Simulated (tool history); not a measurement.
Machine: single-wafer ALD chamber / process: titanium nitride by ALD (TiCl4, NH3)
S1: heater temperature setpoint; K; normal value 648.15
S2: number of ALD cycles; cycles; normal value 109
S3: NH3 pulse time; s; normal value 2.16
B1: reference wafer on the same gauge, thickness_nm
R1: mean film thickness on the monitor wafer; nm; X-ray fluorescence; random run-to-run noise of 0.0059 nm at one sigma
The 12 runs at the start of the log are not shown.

run	hour	S1	S2	S3	B1	R1
13	869.2	637.15	109	2.16	2.050	2.284
14	929.6	648.15	109	2.16	2.048	2.333
15	969.7	648.15	109	2.16	2.049	2.340
16	1027.0	648.15	109	2.16	2.051	2.326
17	1222.7	648.15	109	2.16	2.051	2.346
18	1305.3	648.15	118	1.65	2.051	2.494
19	1365.6	648.15	118	1.65	2.050	2.507
20	1431.1	663.15	109	2.16	2.048	2.379
# hour 1466.4: showerhead replaced
21	1504.3	640.15	109	2.83	2.051	2.318
22	1598.0	648.15	109	2.16	2.050	2.331
23	1678.6	648.15	91	2.16	2.051	1.946
# hour 1788.0: thermocouple changed; heater temperature recalibrated
24	1827.8	648.15	109	2.16	2.050	2.306
25	1894.1	658.15	91	2.54	2.050	1.978
26	1945.6	659.15	100	1.75	2.051	2.140
27	2003.3	653.15	109	2.16	2.050	2.325
# hour 2016.6: gauge calibrated
28	2105.7	654.15	130	2.63	2.050	2.799
29	2204.5	641.15	117	2.42	2.050	2.464
30	2243.2	643.15	109	1.91	2.050	2.267
# hour 2326.2: thermocouple changed; heater temperature recalibrated, repeated, since the last time left the tool worse
31	2498.2	648.15	109	2.16	2.052	2.347
32	2585.7	648.15	109	2.16	2.052	2.346
33	2651.4	648.15	109	2.16	2.051	2.341
34	2690.4	639.15	109	2.16	2.047	2.305

Branching from run 34: 3 alternative next runs. What would each branch give?
A	2691.0	648.15	118	2.16	?	?
B	2691.0	644.15	97	2.58	?	?
C	2691.0	648.15	90	1.44	?	?

run	B1	R1
A	2.050	2.529
B	2.050	2.077
C	2.050	1.900
With no hidden state in the tool, these same runs would have given:
run	R1
A	2.528
B	2.077
C	1.900

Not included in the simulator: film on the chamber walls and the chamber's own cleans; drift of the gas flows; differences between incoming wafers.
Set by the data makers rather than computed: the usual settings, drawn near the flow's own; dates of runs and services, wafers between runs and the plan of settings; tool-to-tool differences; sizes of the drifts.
